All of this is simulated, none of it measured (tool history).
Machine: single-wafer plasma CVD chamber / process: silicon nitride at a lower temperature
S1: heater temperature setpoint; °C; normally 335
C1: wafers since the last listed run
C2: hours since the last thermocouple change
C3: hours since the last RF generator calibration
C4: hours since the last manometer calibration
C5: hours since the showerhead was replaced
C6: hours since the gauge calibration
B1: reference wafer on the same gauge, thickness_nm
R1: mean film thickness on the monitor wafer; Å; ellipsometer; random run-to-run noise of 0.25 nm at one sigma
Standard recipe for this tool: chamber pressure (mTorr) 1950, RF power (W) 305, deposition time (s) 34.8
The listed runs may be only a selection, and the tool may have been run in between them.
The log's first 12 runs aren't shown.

{"run": 13, "hour": 605.4, "S1": 335, "chamber pressure (mTorr)": 1830, "RF power (W)": 305, "deposition time (s)": 34.8, "C1": 926, "C2": 1613.9, "C3": 224.3, "C4": 215.0, "C5": 4342.1, "C6": 885.9, "B1": 43.17, "R1": 454.76}
{"hour": 619.2, "done": "showerhead replaced"}
{"run": 14, "hour": 638.1, "S1": 335, "chamber pressure (mTorr)": 1950, "RF power (W)": 345, "deposition time (s)": 34.8, "C1": 559, "C2": 1646.6, "C3": 257.0, "C4": 247.7, "C5": 18.9, "C6": 918.6, "B1": 43.199, "R1": 501.31}
{"hour": 654.2, "done": "thermocouple changed; heater temperature recalibrated"}
{"run": 15, "hour": 702.5, "S1": 335, "chamber pressure (mTorr)": 1800, "RF power (W)": 245, "deposition time (s)": 39.9, "C1": 1277, "C2": 48.3, "C3": 321.4, "C4": 312.1, "C5": 83.3, "C6": 983.0, "B1": 43.178, "R1": 429.77}
{"run": 16, "hour": 750.5, "S1": 335, "chamber pressure (mTorr)": 1830, "RF power (W)": 305, "deposition time (s)": 34.8, "C1": 1087, "C2": 96.3, "C3": 369.4, "C4": 360.1, "C5": 131.3, "C6": 1031.0, "B1": 43.18, "R1": 450.52}
{"run": 17, "hour": 777.7, "S1": 335, "chamber pressure (mTorr)": 1950, "RF power (W)": 305, "deposition time (s)": 40.4, "C1": 616, "C2": 123.5, "C3": 396.6, "C4": 387.3, "C5": 158.5, "C6": 1058.2, "B1": 43.226, "R1": 527.5}
{"run": 18, "hour": 818.6, "S1": 330, "chamber pressure (mTorr)": 1540, "RF power (W)": 305, "deposition time (s)": 34.8, "C1": 926, "C2": 164.4, "C3": 437.5, "C4": 428.2, "C5": 199.4, "C6": 1099.1, "B1": 43.156, "R1": 437.82}
{"run": 19, "hour": 857.9, "S1": 335, "chamber pressure (mTorr)": 1950, "RF power (W)": 260, "deposition time (s)": 34.8, "C1": 890, "C2": 203.7, "C3": 476.8, "C4": 467.5, "C5": 238.7, "C6": 1138.4, "B1": 43.172, "R1": 404.69}
{"run": 20, "hour": 924.3, "S1": 335, "chamber pressure (mTorr)": 1950, "RF power (W)": 305, "deposition time (s)": 40.6, "C1": 1503, "C2": 270.1, "C3": 543.2, "C4": 533.9, "C5": 305.1, "C6": 1204.8, "B1": 43.209, "R1": 530.76}
{"hour": 963.0, "done": "gauge calibrated"}
{"run": 21, "hour": 983.9, "S1": 347, "chamber pressure (mTorr)": 1950, "RF power (W)": 320, "deposition time (s)": 34.8, "C1": 1349, "C2": 329.7, "C3": 602.8, "C4": 593.5, "C5": 364.7, "C6": 20.9, "B1": 43.194, "R1": 473.04}
{"run": 22, "hour": 1053.0, "S1": 349, "chamber pressure (mTorr)": 1950, "RF power (W)": 305, "deposition time (s)": 34.8, "C1": 1564, "C2": 398.8, "C3": 671.9, "C4": 662.6, "C5": 433.8, "C6": 90.0, "B1": 43.206, "R1": 451.56}
{"run": 23, "hour": 1097.6, "S1": 335, "chamber pressure (mTorr)": 1950, "RF power (W)": 305, "deposition time (s)": 34.8, "C1": 1010, "C2": 443.4, "C3": 716.5, "C4": 707.2, "C5": 478.4, "C6": 134.6, "B1": 43.246, "R1": 455.29}
{"run": 24, "hour": 1124.0, "S1": 327, "chamber pressure (mTorr)": 2320, "RF power (W)": 250, "deposition time (s)": 28.1, "C1": 597, "C2": 469.8, "C3": 742.9, "C4": 733.6, "C5": 504.8, "C6": 161.0, "B1": 43.225, "R1": 325.02}
{"run": 25, "hour": 1169.8, "S1": 335, "chamber pressure (mTorr)": 1950, "RF power (W)": 305, "deposition time (s)": 34.8, "C1": 1037, "C2": 515.6, "C3": 788.7, "C4": 779.4, "C5": 550.6, "C6": 206.8, "B1": 43.188, "R1": 453.4}
{"run": 26, "hour": 1204.9, "S1": 335, "chamber pressure (mTorr)": 1520, "RF power (W)": 290, "deposition time (s)": 31.7, "C1": 794, "C2": 550.7, "C3": 823.8, "C4": 814.5, "C5": 585.7, "C6": 241.9, "B1": 43.195, "R1": 385.26}
{"run": 27, "hour": 1240.0, "S1": 335, "chamber pressure (mTorr)": 1510, "RF power (W)": 305, "deposition time (s)": 36.9, "C1": 794, "C2": 585.8, "C3": 858.9, "C4": 849.6, "C5": 620.8, "C6": 277.0, "B1": 43.213, "R1": 467.02}
{"run": 28, "hour": 1266.0, "S1": 327, "chamber pressure (mTorr)": 2390, "RF power (W)": 355, "deposition time (s)": 29.8, "C1": 588, "C2": 611.8, "C3": 884.9, "C4": 875.6, "C5": 646.8, "C6": 303.0, "B1": 43.194, "R1": 450.61}
{"run": 29, "hour": 1293.1, "S1": 335, "chamber pressure (mTorr)": 1520, "RF power (W)": 290, "deposition time (s)": 31.7, "C1": 613, "C2": 638.9, "C3": 912.0, "C4": 902.7, "C5": 673.9, "C6": 330.1, "B1": 43.182, "R1": 388.45}
{"run": 30, "hour": 1329.1, "S1": 335, "chamber pressure (mTorr)": 1950, "RF power (W)": 305, "deposition time (s)": 34.8, "C1": 815, "C2": 674.9, "C3": 948.0, "C4": 938.7, "C5": 709.9, "C6": 366.1, "B1": 43.161, "R1": 457.25}

Branching from run 30: 3 alternative next runs. What would each branch give?
{"run": "A", "hour": 1329.5, "S1": 345, "chamber pressure (mTorr)": 1950, "RF power (W)": 305, "deposition time (s)": 34.8, "C1": 9, "C2": 675.3, "C3": 948.4, "C4": 939.1, "C5": 710.3, "C6": 366.5, "B1": "?", "R1": "?"}
{"run": "B", "hour": 1329.5, "S1": 335, "chamber pressure (mTorr)": 1950, "RF power (W)": 335, "deposition time (s)": 39.6, "C1": 9, "C2": 675.3, "C3": 948.4, "C4": 939.1, "C5": 710.3, "C6": 366.5, "B1": "?", "R1": "?"}
{"run": "C", "hour": 1329.5, "S1": 323, "chamber pressure (mTorr)": 2240, "RF power (W)": 335, "deposition time (s)": 31.4, "C1": 9, "C2": 675.3, "C3": 948.4, "C4": 939.1, "C5": 710.3, "C6": 366.5, "B1": "?", "R1": "?"}

run=A B1=43.197 R1=456.67
run=B B1=43.197 R1=559.00
run=C B1=43.197 R1=453.49
Stripped of hidden state, with their random variation kept, the same runs would have yielded:
run=A R1=456.67
run=B R1=559.00
run=C R1=453.49
